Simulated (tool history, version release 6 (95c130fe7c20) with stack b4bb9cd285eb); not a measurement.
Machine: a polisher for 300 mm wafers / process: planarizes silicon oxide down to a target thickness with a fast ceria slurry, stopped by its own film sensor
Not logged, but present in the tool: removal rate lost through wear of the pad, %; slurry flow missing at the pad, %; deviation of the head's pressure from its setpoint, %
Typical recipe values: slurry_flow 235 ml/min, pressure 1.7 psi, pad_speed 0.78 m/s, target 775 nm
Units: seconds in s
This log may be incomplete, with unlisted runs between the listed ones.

run	day	slurry_flow	pressure	pad_speed	target	wafers since the last listed run	wafers polished on this pad	hours since the slurry nozzle was cleaned	hours since the head pressure was calibrated	incoming thickness of the incoming film, nm	seconds
1	0.000	235	1.7	0.78	775	0	354	375.2	454.7	1699.2	134.5
# day 3.417: slurry nozzle cleaned
2	3.875	235	1.7	0.78	775	699	1053	11.0	547.7	1710.8	133.9
3	5.662	235	1.7	0.78	775	325	1379	53.9	590.6	1730.8	138.7
# day 8.975: worn pad replaced by a new one
4	9.288	265	1.7	0.78	775	630	57	140.9	677.6	1684.3	125.8
5	11.850	265	1.7	0.78	775	467	524	202.4	739.1	1703.5	130.6
6	16.196	285	1.7	0.78	704	792	1316	306.7	843.4	1693.6	145.2
7	20.000	285	1.7	0.78	704	693	2010	398.0	934.7	1706.3	156.8
# day 21.046: worn pad replaced by a new one
# day 22.112: head pressure recalibrated
# day 23.992: slurry nozzle cleaned
8	24.283	235	1.7	0.78	775	727	567	7.0	52.1	1726.3	132.5
9	27.500	235	1.7	0.78	775	586	1154	84.2	129.3	1709.8	139.5
10	29.425	285	1.7	0.68	775	351	1505	130.4	175.5	1716.3	148.8
# day 30.317: worn pad replaced by a new one
11	31.317	235	1.7	0.78	1073	314	182	175.8	220.9	1694.3	88.4
12	35.408	235	1.7	0.78	775	746	928	274.0	319.1	1721.0	141.9
13	38.525	180	2.0	0.78	657	568	1496	348.8	393.9	1728.6	148.8
# day 39.450: worn pad replaced by a new one
14	40.200	170	1.9	0.62	481	275	136	389.0	434.1	1720.8	192.4
15	43.725	235	1.7	0.78	775	642	779	473.6	518.7	1706.9	145.1
# day 44.258: slurry nozzle cleaned
16	46.650	175	1.7	0.78	926	525	1305	57.4	588.9	1702.2	120.3
17	48.625	285	1.7	0.78	704	360	1665	104.8	636.3	1693.2	145.1
# day 51.088: worn pad replaced by a new one
18	52.838	235	2.1	0.78	775	737	318	205.9	737.4	1688.4	102.6

Branching from run 18: 5 alternative next runs. What would each branch give?
A	52.858	235	1.7	0.78	775	3	322	206.4	737.9	1682.3	?
B	52.858	235	2.2	0.78	775	3	322	206.4	737.9	1682.3	?
C	52.858	235	1.3	0.78	775	3	322	206.4	737.9	1682.3	?
D	52.858	235	1.4	0.78	775	3	322	206.4	737.9	1682.3	?
E	52.858	235	2.1	0.92	935	3	322	206.4	737.9	1682.3	?

run	seconds
A	124.2
B	96.0
C	162.4
D	150.8
E	74.8
Without the tool's hidden state the same runs would have given:
run	seconds
A	117.5
B	90.8
C	153.6
D	142.6
E	70.7
